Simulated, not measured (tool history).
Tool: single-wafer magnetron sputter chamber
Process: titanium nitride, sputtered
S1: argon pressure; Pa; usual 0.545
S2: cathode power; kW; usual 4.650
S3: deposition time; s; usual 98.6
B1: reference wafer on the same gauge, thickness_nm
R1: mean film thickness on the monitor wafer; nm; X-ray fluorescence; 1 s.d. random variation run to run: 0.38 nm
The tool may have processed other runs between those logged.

run   hour     S1     S2     S3      B1      R1
  1    0.0  0.545  4.650   93.1  76.869  70.994
  2   27.4  0.545  4.650   93.1  76.916  71.807
  3   49.4  0.545  4.650   98.6  76.872  74.310
  4   73.1  0.387  4.650   98.6  76.866  79.891
  5   86.8  0.387  4.650   98.6  76.993  78.801
  6  103.5  0.627  4.650   98.6  76.902  72.854
  7  119.4  0.627  4.650   98.6  76.834  72.158
     142.4  -- magnet pack replaced
  8  142.9  0.627  4.650   98.6  76.800  72.649
     161.4  -- gauge calibrated
  9  165.2  0.416  5.000  110.0  76.983  91.527
     181.3  -- capacitance manometer re-zeroed and calibrated
     184.9  -- sputter target and shields replaced
 10  192.5  0.545  4.250   98.6  76.852  71.624
 11  227.5  0.545  4.650   98.6  77.006  76.353
 12  244.4  0.419  4.950  112.2  77.097  93.815
 13  269.1  0.545  4.650   90.1  76.957  68.869
 14  292.3  0.751  5.350   98.6  76.721  78.439
 15  314.3  0.545  4.650   98.6  76.878  76.261
 16  329.9  0.545  4.650   85.3  77.001  65.126
 17  359.9  0.545  4.650   98.6  76.919  75.167

The logged runs with the hidden state left out (each run's random variation unchanged):
The hidden state here: deposition rate above that of a new target (%); true argon pressure above the setpoint (%); gauge reads high (%).
run      R1
  1  71.762
  2  72.759
  3  75.441
  4  81.277
  5  80.264
  6  74.317
  7  73.712
  8  74.368
  9  93.878
 10  71.691
 11  76.659
 12  94.329
 13  69.396
 14  79.199
 15  77.149
 16  65.975
 17  76.348

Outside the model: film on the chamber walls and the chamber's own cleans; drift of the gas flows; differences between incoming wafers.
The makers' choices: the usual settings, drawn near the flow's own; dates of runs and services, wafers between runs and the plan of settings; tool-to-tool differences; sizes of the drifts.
